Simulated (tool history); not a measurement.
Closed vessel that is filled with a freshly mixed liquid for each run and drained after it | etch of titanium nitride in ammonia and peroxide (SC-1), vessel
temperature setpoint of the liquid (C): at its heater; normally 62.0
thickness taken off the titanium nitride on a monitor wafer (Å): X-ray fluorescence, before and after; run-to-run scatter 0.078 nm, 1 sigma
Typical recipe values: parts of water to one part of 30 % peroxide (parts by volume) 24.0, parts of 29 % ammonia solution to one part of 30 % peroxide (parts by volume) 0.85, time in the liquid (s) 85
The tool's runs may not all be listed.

| run | hour | temperature setpoint of the liquid (C) | parts of water to one part of 30 % peroxide (parts by volume) | parts of 29 % ammonia solution to one part of 30 % peroxide (parts by volume) | time in the liquid (s) | wafers since the last listed run | hours since the thermometer was replaced | hours since the ammonia flow meter was replaced | hours since the drum of ammonia solution was connected | hours since the gauge calibration | read-back film thickness of the titanium nitride reference wafer, read on the same gauge (nm) | thickness taken off the titanium nitride on a monitor wafer (Å) |
|---|---|---|---|---|---|---|---|---|---|---|---|---|
| 1 | 0.0 | 62.0 | 24.0 | 0.85 | 85 | 0 | 1682.2 | 372.7 | 499.4 | 1507.0 | 90.02 | 94.4 |
| 2 | 35.9 | 62.0 | 24.0 | 0.85 | 85 | 3818 | 1718.1 | 408.6 | 535.3 | 1542.9 | 90.00 | 95.7 |
|  | 64.3 | gauge calibrated |
|  | 68.2 | thermometer replaced |
| 3 | 87.7 | 62.0 | 24.0 | 0.85 | 85 | 5402 | 19.5 | 460.4 | 587.1 | 23.4 | 90.02 | 98.8 |
| 4 | 112.5 | 62.0 | 24.0 | 0.85 | 85 | 2637 | 44.3 | 485.2 | 611.9 | 48.2 | 89.98 | 98.0 |
| 5 | 163.4 | 62.0 | 24.0 | 0.85 | 85 | 5413 | 95.2 | 536.1 | 662.8 | 99.1 | 90.03 | 98.3 |
|  | 210.5 | new drum of ammonia solution connected |
| 6 | 232.4 | 62.0 | 24.0 | 0.85 | 85 | 7232 | 164.2 | 605.1 | 21.9 | 168.1 | 90.02 | 97.1 |
|  | 257.1 | ammonia flow meter replaced |
| 7 | 268.2 | 62.0 | 24.0 | 0.85 | 85 | 3701 | 200.0 | 11.1 | 57.7 | 203.9 | 90.02 | 98.1 |
| 8 | 302.5 | 62.0 | 24.0 | 0.85 | 85 | 3648 | 234.3 | 45.4 | 92.0 | 238.2 | 90.01 | 98.0 |
| 9 | 372.7 | 62.0 | 24.0 | 0.85 | 85 | 7466 | 304.5 | 115.6 | 162.2 | 308.4 | 90.00 | 97.0 |
| 10 | 410.4 | 62.0 | 16.5 | 0.85 | 85 | 4009 | 342.2 | 153.3 | 199.9 | 346.1 | 90.02 | 119.4 |
| 11 | 464.1 | 70.0 | 24.0 | 1.10 | 85 | 5711 | 395.9 | 207.0 | 253.6 | 399.8 | 89.98 | 170.0 |
| 12 | 509.4 | 62.0 | 24.0 | 0.85 | 50 | 4817 | 441.2 | 252.3 | 298.9 | 445.1 | 89.98 | 57.2 |
| 13 | 561.3 | 62.0 | 24.0 | 0.85 | 85 | 5519 | 493.1 | 304.2 | 350.8 | 497.0 | 90.04 | 97.6 |
| 14 | 613.6 | 53.5 | 24.0 | 0.55 | 130 | 5562 | 545.4 | 356.5 | 403.1 | 549.3 | 90.00 | 77.7 |
| 15 | 639.1 | 52.0 | 16.5 | 0.85 | 85 | 2712 | 570.9 | 382.0 | 428.6 | 574.8 | 89.99 | 61.0 |
| 16 | 710.4 | 62.0 | 24.0 | 0.65 | 85 | 7583 | 642.2 | 453.3 | 499.9 | 646.1 | 89.98 | 91.8 |

Predict the results of run 17:
| 17 | 766.2 | 62.0 | 24.0 | 0.85 | 85 | 5934 | 698.0 | 509.1 | 555.7 | 701.9 | ? | ? |

read-back film thickness of the titanium nitride reference wafer, read on the same gauge (nm): 90.03
thickness taken off the titanium nitride on a monitor wafer (Å): 97.2
If the tool had no hidden condition, the same run with the same run-to-run variation would have returned thickness taken off the titanium nitride on a monitor wafer (Å) 99.0.
